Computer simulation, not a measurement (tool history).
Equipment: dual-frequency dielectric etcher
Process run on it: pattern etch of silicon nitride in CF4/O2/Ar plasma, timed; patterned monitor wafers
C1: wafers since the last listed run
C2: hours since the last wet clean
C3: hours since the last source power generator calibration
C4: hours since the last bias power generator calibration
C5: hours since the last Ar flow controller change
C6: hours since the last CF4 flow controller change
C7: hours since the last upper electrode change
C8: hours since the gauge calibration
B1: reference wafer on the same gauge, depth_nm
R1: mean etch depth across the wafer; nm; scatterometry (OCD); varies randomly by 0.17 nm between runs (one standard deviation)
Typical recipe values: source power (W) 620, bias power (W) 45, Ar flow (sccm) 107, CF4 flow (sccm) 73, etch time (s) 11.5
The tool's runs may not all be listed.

{"run": 1, "day": 0.0, "source power (W)": 620, "bias power (W)": 45, "Ar flow (sccm)": 107, "CF4 flow (sccm)": 82, "etch time (s)": 11.5, "C1": 0, "C2": 245.2, "C3": 1396.2, "C4": 3784.5, "C5": 1555.7, "C6": 2294.5, "C7": 3853.3, "C8": 126.9, "B1": 22.79, "R1": 25.07}
{"run": 2, "day": 0.838, "source power (W)": 620, "bias power (W)": 45, "Ar flow (sccm)": 107, "CF4 flow (sccm)": 82, "etch time (s)": 11.5, "C1": 304, "C2": 265.3, "C3": 1416.3, "C4": 3804.6, "C5": 1575.8, "C6": 2314.6, "C7": 3873.4, "C8": 147, "B1": 22.82, "R1": 25.11}
{"run": 3, "day": 2.221, "source power (W)": 620, "bias power (W)": 48, "Ar flow (sccm)": 107, "CF4 flow (sccm)": 73, "etch time (s)": 13.5, "C1": 503, "C2": 298.5, "C3": 1449.5, "C4": 3837.8, "C5": 1609, "C6": 2347.8, "C7": 3906.6, "C8": 180.2, "B1": 22.79, "R1": 29.63}
{"run": 4, "day": 3.058, "source power (W)": 620, "bias power (W)": 48, "Ar flow (sccm)": 107, "CF4 flow (sccm)": 73, "etch time (s)": 13.5, "C1": 304, "C2": 318.6, "C3": 1469.6, "C4": 3857.9, "C5": 1629.1, "C6": 2367.9, "C7": 3926.7, "C8": 200.3, "B1": 22.81, "R1": 29.53}
{"day": 4.512, "done": "wet clean of the chamber"}
{"day": 4.662, "done": "Ar flow controller replaced"}
{"run": 5, "day": 4.683, "source power (W)": 620, "bias power (W)": 48, "Ar flow (sccm)": 107, "CF4 flow (sccm)": 73, "etch time (s)": 13.5, "C1": 171, "C2": 4.1, "C3": 1508.6, "C4": 3896.9, "C5": 0.5, "C6": 2406.9, "C7": 3965.7, "C8": 239.3, "B1": 22.8, "R1": 29.75}
{"run": 6, "day": 5.379, "source power (W)": 620, "bias power (W)": 45, "Ar flow (sccm)": 107, "CF4 flow (sccm)": 60, "etch time (s)": 11.5, "C1": 253, "C2": 20.8, "C3": 1525.3, "C4": 3913.6, "C5": 17.2, "C6": 2423.6, "C7": 3982.4, "C8": 256, "B1": 22.83, "R1": 24.05}
{"day": 6.288, "done": "CF4 flow controller replaced"}
{"run": 7, "day": 6.788, "source power (W)": 620, "bias power (W)": 45, "Ar flow (sccm)": 107, "CF4 flow (sccm)": 60, "etch time (s)": 11.5, "C1": 421, "C2": 54.6, "C3": 1559.1, "C4": 3947.4, "C5": 51, "C6": 12, "C7": 4016.2, "C8": 289.8, "B1": 22.8, "R1": 24.04}
{"run": 8, "day": 8.017, "source power (W)": 620, "bias power (W)": 45, "Ar flow (sccm)": 107, "CF4 flow (sccm)": 87, "etch time (s)": 9.5, "C1": 447, "C2": 84.1, "C3": 1588.6, "C4": 3976.9, "C5": 80.5, "C6": 41.5, "C7": 4045.7, "C8": 319.3, "B1": 22.8, "R1": 20.94}

Forecast run 9:
{"day": 9.358, "done": "bias power generator calibrated"}
{"day": 9.362, "done": "upper electrode replaced"}
{"run": 9, "day": 9.383, "source power (W)": 480, "bias power (W)": 45, "Ar flow (sccm)": 107, "CF4 flow (sccm)": 73, "etch time (s)": 14, "C1": 435, "C2": 116.9, "C3": 1621.4, "C4": 0.6, "C5": 113.3, "C6": 74.3, "C7": 0.5, "C8": 352.1, "B1": "?", "R1": "?"}

Run 9 gave B1 22.81, R1 25.39 nm.
Take away the tool's hidden state, keep the run-to-run variation as it was, and the same run would have given R1 25.39 nm.
